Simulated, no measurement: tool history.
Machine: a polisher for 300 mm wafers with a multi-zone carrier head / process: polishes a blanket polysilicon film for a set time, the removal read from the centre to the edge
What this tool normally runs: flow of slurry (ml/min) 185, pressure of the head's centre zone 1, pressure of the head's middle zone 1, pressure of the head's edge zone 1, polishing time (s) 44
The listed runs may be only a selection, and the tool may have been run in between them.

run	hour	flow of slurry (ml/min)	pressure of the head's centre zone	pressure of the head's middle zone	pressure of the head's edge zone	polishing time (s)	incoming thickness of the incoming film, nm	film removed at the wafer's centre (nm)	film removed at mid-radius (nm)	film removed at the wafer's edge (nm)
1	0	185	1	1	1	44	1099.7	341.7	378.7	380.9
2	62.1	235	1	0.97	1	44	1116.7	369.6	383.9	376.6
# hour 81.1: slurry nozzle cleaned
3	90.9	185	1	1	1	44	1111.6	346.2	385.3	383.1
4	129.8	185	1	1.09	1	35	1118.2	275.6	325.3	291.8
5	197.6	185	1	1	1	44	1085	341.3	381.6	367.6
6	264.8	185	1	1	1	44	1128.5	348.6	373.2	370.1
7	301	185	1	1	1	44	1104.6	352.2	379.4	372.7
8	333.5	140	0.95	1	0.92	44	1114.6	302.4	365.6	343
# hour 339.5: centre zone pressure recalibrated
9	384.7	165	0.9	1.11	1	34	1094.8	249.9	319.4	280
# hour 393.1: worn pad replaced by a new one
# hour 399.9: carrier head's membrane replaced by a new one
10	454.1	220	1	0.9	1	44	1099.9	372.3	353	379.8
11	497.8	185	1	1	1	44	1119.1	348.8	383.2	370
# hour 554.9: slurry nozzle cleaned
12	563.7	185	1	1	1	44	1111.4	347.6	378	378.1
# hour 574.4: edge zone pressure recalibrated
13	613.3	185	1	1	1	44	1097.9	344.1	379.2	370.5
14	655.4	185	1	1	1	44	1111.2	340.2	387.8	373.2
15	712.7	185	1	0.9	1.03	44	1108.9	350.6	346.1	376.7
16	756.5	150	1.1	1	0.91	52	1116	429.3	426.9	413.8
17	794.1	155	1	1	1	34	1123.6	252.9	289.4	277.6
# hour 816.7: centre zone pressure recalibrated
18	843.5	185	0.96	1	1	44	1096.7	354.6	369.5	375.4
19	888.2	185	1	1	1	52	1105.8	421.1	459.2	434.6
# hour 916.5: worn pad replaced by a new one
20	931.9	185	1	1	1	44	1100.9	358.7	378.9	373.8
21	975.1	185	1	1.09	1	35	1107.2	275.7	331.8	294.8
# hour 998.1: slurry nozzle cleaned
22	1019.4	185	1	1	0.92	44	1110.8	344.3	385.2	360.2
# hour 1085.3: carrier head's membrane replaced by a new one
23	1090.5	165	1	1	1	57	1130.5	433.7	485.7	471.7

Here are 3 independent what-if runs from the current tool condition. What would each one return?
A	1090.9	185	1	1	1	44	1121.7	?	?	?
B	1090.9	210	0.93	0.95	0.9	44	1121.7	?	?	?
C	1090.9	185	1.1	1	1	50	1121.7	?	?	?

run	film removed at the wafer's centre (nm)	film removed at mid-radius (nm)	film removed at the wafer's edge (nm)
A	345.4	382.8	370.4
B	327.3	373.6	357.5
C	432.2	434.8	421
Without the tool's hidden state the same runs would have given:
run	film removed at the wafer's centre (nm)	film removed at mid-radius (nm)	film removed at the wafer's edge (nm)
A	374.3	382.6	370.4
B	354.9	373.4	357.5
C	468.1	434.6	420.9

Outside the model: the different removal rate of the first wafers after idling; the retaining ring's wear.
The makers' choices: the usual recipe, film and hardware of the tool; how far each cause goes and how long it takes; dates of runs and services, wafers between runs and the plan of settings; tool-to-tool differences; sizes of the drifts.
